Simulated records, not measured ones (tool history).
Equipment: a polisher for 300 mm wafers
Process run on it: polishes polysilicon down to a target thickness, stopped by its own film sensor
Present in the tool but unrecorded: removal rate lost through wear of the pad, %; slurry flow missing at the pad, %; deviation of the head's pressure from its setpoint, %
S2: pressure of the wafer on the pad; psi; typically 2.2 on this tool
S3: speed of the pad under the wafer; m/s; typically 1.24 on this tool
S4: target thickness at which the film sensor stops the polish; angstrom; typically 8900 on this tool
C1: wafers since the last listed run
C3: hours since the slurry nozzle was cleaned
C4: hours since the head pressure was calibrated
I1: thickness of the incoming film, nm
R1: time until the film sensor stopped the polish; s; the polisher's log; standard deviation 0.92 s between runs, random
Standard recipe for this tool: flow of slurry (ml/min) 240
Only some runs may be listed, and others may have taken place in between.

Run 1, hour 0: usual settings; C1 0; wafers polished on this pad 1268; C3 236.8; C4 530; I1 1438.7. Result: R1 77.3 s.
At hour 13.2: worn pad replaced by a new one.
Run 2, hour 34.4: usual settings; C1 301; wafers polished on this pad 210; C3 271.2; C4 564.4; I1 1461.7. Result: R1 72.8 s.
Run 3, hour 70: usual settings but flow of slurry (ml/min) 295; C1 353; wafers polished on this pad 563; C3 306.8; C4 600; I1 1435.1. Result: R1 69.4 s.
Run 4, hour 93.6: usual settings; C1 234; wafers polished on this pad 798; C3 330.4; C4 623.6; I1 1463.4. Result: R1 77 s.
Run 5, hour 119.6: usual settings; C1 258; wafers polished on this pad 1056; C3 356.4; C4 649.6; I1 1452.7. Result: R1 77.2 s.
Run 6, hour 138.6: usual settings but S3 1.34 m/s; C1 188; wafers polished on this pad 1245; C3 375.4; C4 668.6; I1 1441. Result: R1 72.5 s.
Run 7, hour 160.5: usual settings; C1 217; wafers polished on this pad 1462; C3 397.3; C4 690.5; I1 1446.8. Result: R1 83.2 s.
At hour 169.7: worn pad replaced by a new one.
Run 8, hour 180.8: usual settings but S2 2.4 psi, S3 1.48 m/s; C1 161; wafers polished on this pad 110; C3 417.6; C4 710.8; I1 1443.5. Result: R1 52.3 s.
Run 9, hour 193.9: usual settings but S2 2.4 psi, S3 1.48 m/s; C1 130; wafers polished on this pad 240; C3 430.7; C4 723.9; I1 1423.4. Result: R1 51.5 s.
Run 10, hour 219.4: usual settings but S2 1.7 psi; C1 253; wafers polished on this pad 493; C3 456.2; C4 749.4; I1 1453.2. Result: R1 89.1 s.
Run 11, hour 246.2: usual settings but S2 1.7 psi; C1 266; wafers polished on this pad 759; C3 483; C4 776.2; I1 1472.6. Result: R1 96 s.
Run 12, hour 275.3: usual settings but S2 1.7 psi; C1 289; wafers polished on this pad 1048; C3 512.1; C4 805.3; I1 1456.9. Result: R1 95.4 s.
At hour 299.1: worn pad replaced by a new one, of another model than before.
Run 13, hour 307.2: usual settings but S2 1.7 psi; C1 277; wafers polished on this pad 79; C3 544; C4 837.2; I1 1445. Result: R1 80.6 s.
Run 14, hour 383.9: usual settings but S3 1 m/s; C1 761; wafers polished on this pad 841; C3 620.7; C4 913.9; I1 1433.9. Result: R1 81.4 s.
Run 15, hour 410.9: usual settings but S2 2.4 psi, S3 1.62 m/s, S4 9870 angstrom; C1 268; wafers polished on this pad 1109; C3 647.7; C4 940.9; I1 1454.9. Result: R1 53.4 s.
Run 16, hour 427.6: usual settings but flow of slurry (ml/min) 270, S3 1.44 m/s, S4 8230 angstrom; C1 165; wafers polished on this pad 1275; C3 664.4; C4 957.6; I1 1431. Result: R1 80.6 s.
At hour 444.1: worn pad replaced by a new one.
At hour 452.9: slurry nozzle cleaned.
At hour 456.5: head pressure recalibrated.
Run 17, hour 461.8: usual settings but flow of slurry (ml/min) 210; C1 270; wafers polished on this pad 146; C3 8.9; C4 5.3; I1 1443. Result: R1 70.2 s.
Run 18, hour 497.5: usual settings but flow of slurry (ml/min) 285, S2 1.7 psi; C1 354; wafers polished on this pad 500; C3 44.6; C4 41; I1 1464. Result: R1 81.2 s.
Run 19, hour 524.6: usual settings; C1 269; wafers polished on this pad 769; C3 71.7; C4 68.1; I1 1468.8. Result: R1 76 s.
Run 20, hour 547.5: usual settings but flow of slurry (ml/min) 295; C1 227; wafers polished on this pad 997; C3 94.6; C4 91; I1 1479.6. Result: R1 76.4 s.
Run 21, hour 573.8: usual settings; C1 261; wafers polished on this pad 1258; C3 120.9; C4 117.3; I1 1437.2. Result: R1 75.9 s.
At hour 587.8: worn pad replaced by a new one.
Run 22, hour 588.3: usual settings but flow of slurry (ml/min) 295, S4 7760 angstrom; C1 104; wafers polished on this pad 5; C3 135.4; C4 131.8; I1 1475.5. Result: R1 84.2 s.
Run 23, hour 606.7: usual settings; C1 182; wafers polished on this pad 187; C3 153.8; C4 150.2; I1 1456.4. Result: R1 70.2 s.
Run 24, hour 619.8: usual settings but S2 1.4 psi, S4 7440 angstrom; C1 130; wafers polished on this pad 317; C3 166.9; C4 163.3; I1 1459.9. Result: R1 112 s.
Run 25, hour 652.6: usual settings but flow of slurry (ml/min) 180; C1 325; wafers polished on this pad 643; C3 199.7; C4 196.1; I1 1449.3. Result: R1 75.8 s.

The tool's hidden state at each run:
slurry flow missing at the pad, %: 0 at every run
deviation of the head's pressure from its setpoint, %: 0 at every run
H1: removal rate lost through wear of the pad, %
run     H1
  1   11.8
  2   2.22
  3   3.97
  4   6.02
  5   9.09
  6   11.9
  7   15.7
  8  0.196
  9  0.489
 10   1.68
 11   3.82
 12   7.17
 13   2.79
 14   7.29
 15   10.6
 16   13.2
 17   1.48
 18   3.09
 19   5.38
 20   8.05
 21   11.9
 22   1.14
 23   1.36
 24   1.78
 25   3.79
